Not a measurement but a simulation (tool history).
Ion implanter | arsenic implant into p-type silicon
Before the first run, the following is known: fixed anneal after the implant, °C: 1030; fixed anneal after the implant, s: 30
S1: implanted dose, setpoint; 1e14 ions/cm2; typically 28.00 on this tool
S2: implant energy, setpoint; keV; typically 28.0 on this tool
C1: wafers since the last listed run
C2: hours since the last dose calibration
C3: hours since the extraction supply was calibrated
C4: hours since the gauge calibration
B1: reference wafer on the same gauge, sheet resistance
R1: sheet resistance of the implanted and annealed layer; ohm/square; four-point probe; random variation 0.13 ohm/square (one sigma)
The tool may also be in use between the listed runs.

| run | hour | S1 | S2 | C1 | C2 | C3 | C4 | B1 | R1 |
|---|---|---|---|---|---|---|---|---|---|
| 1 | 0.0 | 28.00 | 28.0 | 0 | 585.7 | 3997.1 | 185.5 | 61.66 | 65.43 |
| 2 | 11.1 | 28.00 | 28.0 | 363 | 596.8 | 4008.2 | 196.6 | 61.74 | 65.31 |
| 3 | 22.7 | 28.00 | 28.0 | 379 | 608.4 | 4019.8 | 208.2 | 61.68 | 65.39 |
| 4 | 36.0 | 28.00 | 28.0 | 435 | 621.7 | 4033.1 | 221.5 | 61.69 | 65.58 |
| 5 | 42.8 | 28.00 | 28.0 | 222 | 628.5 | 4039.9 | 228.3 | 61.66 | 65.60 |
| 6 | 57.4 | 28.00 | 28.0 | 477 | 643.1 | 4054.5 | 242.9 | 61.77 | 65.56 |
| 7 | 69.8 | 28.00 | 28.0 | 405 | 655.5 | 4066.9 | 255.3 | 61.71 | 65.49 |
| 8 | 80.4 | 28.00 | 28.0 | 346 | 666.1 | 4077.5 | 265.9 | 61.72 | 65.48 |
| 9 | 87.9 | 28.00 | 28.0 | 245 | 673.6 | 4085.0 | 273.4 | 61.66 | 65.43 |
| 10 | 103.8 | 28.00 | 28.0 | 520 | 689.5 | 4100.9 | 289.3 | 61.67 | 65.51 |
| 11 | 120.9 | 28.00 | 28.0 | 559 | 706.6 | 4118.0 | 306.4 | 61.76 | 65.63 |
| 12 | 129.9 | 31.49 | 28.0 | 294 | 715.6 | 4127.0 | 315.4 | 61.73 | 63.49 |
| 13 | 145.5 | 31.49 | 28.0 | 510 | 731.2 | 4142.6 | 331.0 | 61.72 | 63.50 |
| 14 | 155.8 | 31.49 | 28.0 | 337 | 741.5 | 4152.9 | 341.3 | 61.70 | 63.24 |
| 15 | 172.4 | 28.00 | 33.0 | 543 | 758.1 | 4169.5 | 357.9 | 61.70 | 62.20 |
| 16 | 186.3 | 28.00 | 33.0 | 454 | 772.0 | 4183.4 | 371.8 | 61.72 | 62.42 |
| 17 | 194.2 | 28.00 | 33.0 | 258 | 779.9 | 4191.3 | 379.7 | 61.71 | 62.47 |
| 18 | 203.3 | 33.66 | 28.0 | 297 | 789.0 | 4200.4 | 388.8 | 61.65 | 62.41 |
| 19 | 220.1 | 28.00 | 28.0 | 549 | 805.8 | 4217.2 | 405.6 | 61.69 | 65.34 |
|  | 239.9 | Faraday cup replaced and dose calibrated |
| 20 | 258.2 | 22.31 | 24.0 | 984 | 18.3 | 4255.3 | 443.7 | 61.76 | 71.01 |
| 21 | 270.5 | 23.57 | 24.5 | 402 | 30.6 | 4267.6 | 456.0 | 61.64 | 69.50 |
|  | 277.5 | gauge calibrated |
| 22 | 279.9 | 28.00 | 24.0 | 307 | 40.0 | 4277.0 | 2.4 | 61.76 | 66.85 |
| 23 | 296.7 | 28.00 | 28.0 | 549 | 56.8 | 4293.8 | 19.2 | 61.73 | 63.66 |
|  | 308.0 | extraction supply calibrated |
| 24 | 314.4 | 28.00 | 21.5 | 317 | 74.5 | 6.4 | 36.9 | 61.73 | 68.69 |
| 25 | 329.3 | 21.97 | 24.5 | 487 | 89.4 | 21.3 | 51.8 | 61.63 | 71.21 |
| 26 | 339.8 | 30.16 | 31.0 | 343 | 99.9 | 31.8 | 62.3 | 61.77 | 60.75 |
|  | 363.7 | Faraday cup replaced and dose calibrated, repeated, since the last time left the tool worse |
| 27 | 364.2 | 28.00 | 28.0 | 536 | 0.5 | 56.2 | 86.7 | 61.67 | 65.04 |
| 28 | 367.9 | 30.92 | 28.0 | 121 | 4.2 | 59.9 | 90.4 | 61.74 | 63.40 |
| 29 | 376.5 | 28.00 | 28.0 | 281 | 12.8 | 68.5 | 99.0 | 61.62 | 65.02 |
| 30 | 387.4 | 33.79 | 24.5 | 356 | 23.7 | 79.4 | 109.9 | 61.72 | 64.55 |
| 31 | 396.1 | 21.46 | 35.0 | 284 | 32.4 | 88.1 | 118.6 | 61.71 | 66.94 |
| 32 | 407.0 | 28.00 | 28.0 | 356 | 43.3 | 99.0 | 129.5 | 61.71 | 65.00 |
| 33 | 421.3 | 25.71 | 20.0 | 467 | 57.6 | 113.3 | 143.8 | 61.72 | 72.59 |
| 34 | 431.2 | 28.00 | 23.5 | 323 | 67.5 | 123.2 | 153.7 | 61.71 | 68.31 |
| 35 | 446.5 | 30.72 | 28.0 | 500 | 82.8 | 138.5 | 169.0 | 61.68 | 63.59 |
| 36 | 458.2 | 31.60 | 33.0 | 382 | 94.5 | 150.2 | 180.7 | 61.66 | 59.65 |
| 37 | 473.3 | 28.00 | 32.5 | 494 | 109.6 | 165.3 | 195.8 | 61.73 | 62.26 |
| 38 | 487.1 | 28.00 | 28.0 | 451 | 123.4 | 179.1 | 209.6 | 61.68 | 65.32 |

A few steps of R1 between consecutive runs. Split each: what settings, incoming material and random variation would produce without the hidden state, and what is left over for the hidden state, along with gauge scatter present in only one of the two compared results (measured, and without hidden state):
What the log doesn't record here: deviation of the true dose from the Faraday cup's reading, %; deviation of the true energy from its setpoint, %; gauge reads high (%).
Run 19 -> 20: S1 28.00 -> 22.31, S2 28.0 -> 24.0, Faraday cup replaced and dose calibrated. R1 +5.67 ohm/square: hidden state -2.01, all else +7.68.
Run 25 -> 26: S1 21.97 -> 30.16, S2 24.5 -> 31.0. R1 -10.46 ohm/square: hidden state +0.45, all else -10.91.
Run 26 -> 27: S1 30.16 -> 28.00, S2 31.0 -> 28.0, Faraday cup replaced and dose calibrated, repeated, since the last time left the tool worse. R1 +4.29 ohm/square: hidden state +0.83, all else +3.46.
Run 32 -> 33: S1 28.00 -> 25.71, S2 28.0 -> 20.0. R1 +7.59 ohm/square: hidden state +0.04, all else +7.55.

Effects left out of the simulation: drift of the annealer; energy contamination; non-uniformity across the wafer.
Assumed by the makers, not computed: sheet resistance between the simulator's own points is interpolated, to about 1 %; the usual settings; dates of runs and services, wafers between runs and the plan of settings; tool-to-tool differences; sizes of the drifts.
